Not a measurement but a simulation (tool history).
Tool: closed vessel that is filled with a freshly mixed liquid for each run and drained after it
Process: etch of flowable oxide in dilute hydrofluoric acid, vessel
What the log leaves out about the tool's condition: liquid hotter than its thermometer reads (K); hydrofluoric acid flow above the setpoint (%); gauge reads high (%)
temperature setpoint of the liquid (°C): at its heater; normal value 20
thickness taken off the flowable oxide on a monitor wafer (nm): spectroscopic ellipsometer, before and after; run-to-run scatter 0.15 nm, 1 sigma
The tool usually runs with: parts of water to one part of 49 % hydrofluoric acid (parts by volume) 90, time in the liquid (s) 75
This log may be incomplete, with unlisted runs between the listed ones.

run	hour	temperature setpoint of the liquid (°C)	parts of water to one part of 49 % hydrofluoric acid (parts by volume)	time in the liquid (s)	wafers since the last listed run	hours since the thermometer was replaced	hours since the hydrofluoric acid flow meter was replaced	hours since the gauge calibration	read-back film thickness of the flowable oxide reference wafer, read on the same gauge (nm)	thickness taken off the flowable oxide on a monitor wafer (nm)
1	0	18	90	75	0	1336.3	877.6	142.7	80	21.05
# hour 32.3: gauge calibrated
2	52.3	17.5	90	75	7385	1388.6	929.9	20	80.03	20.81
3	65.5	17.5	90	75	1864	1401.8	943.1	33.2	80.03	20.71
4	81.5	17.5	90	75	2259	1417.8	959.1	49.2	79.99	21.19
5	99	20	90	75	2471	1435.3	976.6	66.7	79.99	22.98
6	131.3	20	90	75	4561	1467.6	1008.9	99	79.98	23.31
7	184.4	20	90	75	7498	1520.7	1062	152.1	80	23.38
8	198.7	19	90	75	2019	1535	1076.3	166.4	80.02	22.37
# hour 208.8: gauge calibrated
# hour 209.8: hydrofluoric acid flow meter replaced
9	213.2	23	125	75	1906	1549.5	3.4	4.4	80	16.6
10	220.4	22.5	110	90	1016	1556.7	10.6	11.6	80.01	22.1
11	228.5	20	90	75	1143	1564.8	18.7	19.7	80.04	21.25
12	241.2	20	90	30	1793	1577.5	31.4	32.4	80.03	8.53
# hour 242.3: thermometer replaced
13	284.1	20	90	105	5916	41.8	74.3	75.3	79.99	29.28
14	296.6	24	55	35	1765	54.3	86.8	87.8	80.01	20.04
15	316.8	20	90	75	2852	74.5	107	108	79.99	21.43
16	331.1	20	90	75	2019	88.8	121.3	122.3	79.96	21.59
17	348.3	23	115	50	2428	106	138.5	139.5	80.01	12.3

Give the tool's hidden conditions for every run:
liquid hotter than its thermometer reads (K): 0 across all the runs
gauge reads high (%): 0 across all the runs
H1: hydrofluoric acid flow above the setpoint (%)
run	H1
1	10.2
2	10.7
3	10.8
4	11
5	11.2
6	11.5
7	12
8	12.2
9	2.28
10	2.35
11	2.43
12	2.56
13	2.98
14	3.11
15	3.31
16	3.45
17	3.62
